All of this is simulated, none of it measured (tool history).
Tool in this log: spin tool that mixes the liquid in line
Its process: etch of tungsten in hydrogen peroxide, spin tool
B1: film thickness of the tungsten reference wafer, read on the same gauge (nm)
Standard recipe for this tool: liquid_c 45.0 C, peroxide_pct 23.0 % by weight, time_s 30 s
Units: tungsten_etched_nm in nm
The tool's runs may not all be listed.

run 1 day=0.000 | liquid_c=45.0 peroxide_pct=23.0 time_s=30 | B1=130.00 | tungsten_etched_nm=24.90
run 2 day=1.258 | liquid_c=45.0 peroxide_pct=23.0 time_s=30 | B1=129.97 | tungsten_etched_nm=24.92
run 3 day=2.112 | liquid_c=45.0 peroxide_pct=23.0 time_s=30 | B1=129.98 | tungsten_etched_nm=24.81
run 4 day=2.871 | liquid_c=45.0 peroxide_pct=23.0 time_s=30 | B1=130.03 | tungsten_etched_nm=24.94
run 5 day=4.358 | liquid_c=49.5 peroxide_pct=23.0 time_s=30 | B1=129.98 | tungsten_etched_nm=32.71
run 6 day=5.271 | liquid_c=49.5 peroxide_pct=23.0 time_s=30 | B1=129.99 | tungsten_etched_nm=32.85
run 7 day=7.812 | liquid_c=45.0 peroxide_pct=23.0 time_s=30 | B1=129.99 | tungsten_etched_nm=24.86
-- day=8.154 peroxide flow meter replaced
run 8 day=8.558 | liquid_c=45.0 peroxide_pct=23.0 time_s=30 | B1=130.02 | tungsten_etched_nm=24.75
run 9 day=9.608 | liquid_c=45.0 peroxide_pct=23.0 time_s=20 | B1=130.01 | tungsten_etched_nm=16.44
run 10 day=10.267 | liquid_c=45.0 peroxide_pct=23.0 time_s=30 | B1=129.99 | tungsten_etched_nm=24.66
-- day=11.842 gauge calibrated
run 11 day=14.029 | liquid_c=45.0 peroxide_pct=23.0 time_s=30 | B1=130.00 | tungsten_etched_nm=24.70
-- day=15.375 new drum of peroxide connected
run 12 day=15.488 | liquid_c=45.0 peroxide_pct=23.0 time_s=30 | B1=130.00 | tungsten_etched_nm=24.12
-- day=15.808 thermometer replaced
run 13 day=16.804 | liquid_c=53.0 peroxide_pct=18.5 time_s=45 | B1=130.02 | tungsten_etched_nm=52.86
run 14 day=17.467 | liquid_c=37.5 peroxide_pct=23.0 time_s=30 | B1=130.02 | tungsten_etched_nm=14.80
run 15 day=18.308 | liquid_c=52.5 peroxide_pct=28.0 time_s=35 | B1=130.02 | tungsten_etched_nm=48.92
run 16 day=20.838 | liquid_c=54.5 peroxide_pct=20.0 time_s=15 | B1=130.00 | tungsten_etched_nm=20.15
-- day=21.033 new drum of peroxide connected, repeated, since the last time left the tool worse
-- day=21.217 heated supply line repaired
run 17 day=22.246 | liquid_c=45.0 peroxide_pct=23.0 time_s=30 | B1=130.00 | tungsten_etched_nm=25.36
run 18 day=23.521 | liquid_c=50.0 peroxide_pct=27.0 time_s=15 | B1=129.98 | tungsten_etched_nm=18.58
run 19 day=25.000 | liquid_c=45.0 peroxide_pct=17.5 time_s=20 | B1=129.99 | tungsten_etched_nm=14.58
run 20 day=25.929 | liquid_c=45.0 peroxide_pct=18.5 time_s=30 | B1=129.99 | tungsten_etched_nm=22.49
run 21 day=27.079 | liquid_c=51.5 peroxide_pct=29.5 time_s=20 | B1=130.01 | tungsten_etched_nm=28.41
run 22 day=28.225 | liquid_c=38.5 peroxide_pct=23.0 time_s=15 | B1=130.02 | tungsten_etched_nm=8.23
run 23 day=28.967 | liquid_c=50.5 peroxide_pct=27.5 time_s=45 | B1=129.97 | tungsten_etched_nm=57.71
run 24 day=29.496 | liquid_c=45.0 peroxide_pct=23.0 time_s=30 | B1=130.02 | tungsten_etched_nm=25.16
run 25 day=30.117 | liquid_c=45.0 peroxide_pct=23.0 time_s=30 | B1=130.01 | tungsten_etched_nm=25.01
run 26 day=30.746 | liquid_c=49.5 peroxide_pct=23.0 time_s=30 | B1=130.02 | tungsten_etched_nm=33.17

Predict each of these 4 candidate next runs independently; none follows another, all start after run 26:
run A day=30.762 | liquid_c=45.0 peroxide_pct=23.0 time_s=30 | B1=? | tungsten_etched_nm=?
run B day=30.762 | liquid_c=45.0 peroxide_pct=20.0 time_s=30 | B1=? | tungsten_etched_nm=?
run C day=30.762 | liquid_c=40.5 peroxide_pct=17.5 time_s=45 | B1=? | tungsten_etched_nm=?
run D day=30.762 | liquid_c=37.0 peroxide_pct=21.0 time_s=30 | B1=? | tungsten_etched_nm=?

run=A B1=130.01 tungsten_etched_nm=24.95
run=B B1=130.01 tungsten_etched_nm=23.26
run=C B1=130.01 tungsten_etched_nm=24.48
run=D B1=130.01 tungsten_etched_nm=14.21
The same runs, with their run-to-run variation unchanged, on a tool lacking any hidden condition would have given:
run=A tungsten_etched_nm=25.21
run=B tungsten_etched_nm=23.50
run=C tungsten_etched_nm=24.73
run=D tungsten_etched_nm=14.36
